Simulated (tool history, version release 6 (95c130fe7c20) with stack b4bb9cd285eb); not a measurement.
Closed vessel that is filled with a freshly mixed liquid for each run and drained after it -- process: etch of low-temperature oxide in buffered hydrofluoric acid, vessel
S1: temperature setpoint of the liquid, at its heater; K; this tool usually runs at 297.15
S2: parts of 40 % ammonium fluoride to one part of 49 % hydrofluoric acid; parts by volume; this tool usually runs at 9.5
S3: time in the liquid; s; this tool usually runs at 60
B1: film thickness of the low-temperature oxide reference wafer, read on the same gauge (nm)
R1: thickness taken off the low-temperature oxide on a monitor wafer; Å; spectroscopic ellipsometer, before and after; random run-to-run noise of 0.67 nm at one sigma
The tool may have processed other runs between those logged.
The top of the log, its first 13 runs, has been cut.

| run | day | S1 | S2 | S3 | B1 | R1 |
|---|---|---|---|---|---|---|
| 14 | 7.754 | 297.15 | 9.5 | 60 | 139.99 | 1397.8 |
| 15 | 8.471 | 300.65 | 9.5 | 60 | 139.95 | 1687.7 |
| 16 | 9.179 | 297.15 | 13.0 | 60 | 139.97 | 1040.0 |
| 17 | 9.921 | 297.15 | 11.5 | 80 | 139.99 | 1567.1 |
| 18 | 10.629 | 297.15 | 9.5 | 95 | 140.01 | 2183.9 |
| 19 | 11.062 | 297.15 | 9.5 | 60 | 140.00 | 1390.1 |
| 20 | 11.588 | 297.15 | 9.5 | 60 | 140.00 | 1395.9 |
| 21 | 12.188 | 294.65 | 9.5 | 70 | 140.04 | 1421.2 |
| 22 | 12.521 | 292.15 | 8.0 | 70 | 140.00 | 1439.3 |
| 23 | 13.025 | 295.65 | 8.0 | 60 | 139.98 | 1499.1 |
| 24 | 13.333 | 297.15 | 9.5 | 60 | 140.02 | 1391.5 |
| 25 | 13.896 | 297.15 | 9.5 | 90 | 139.94 | 2061.9 |
| 26 | 14.317 | 297.15 | 9.5 | 60 | 139.99 | 1384.1 |
| 27 | 14.821 | 298.65 | 7.0 | 45 | 140.04 | 1531.9 |
| 28 | 15.275 | 297.15 | 9.5 | 60 | 139.98 | 1383.6 |
| 29 | 15.979 | 297.15 | 9.5 | 60 | 139.97 | 1389.1 |
| 30 | 16.583 | 300.15 | 8.5 | 30 | 139.97 | 891.0 |

Estimate the outcome of run 31 from the log above:
| 31 | 17.154 | 298.65 | 6.5 | 35 | ? | ? |

{"run 31": {"B1": 140.03, "R1": 1266.7}}
With no hidden state in the tool, this same run would have given R1 1290.8 Å.

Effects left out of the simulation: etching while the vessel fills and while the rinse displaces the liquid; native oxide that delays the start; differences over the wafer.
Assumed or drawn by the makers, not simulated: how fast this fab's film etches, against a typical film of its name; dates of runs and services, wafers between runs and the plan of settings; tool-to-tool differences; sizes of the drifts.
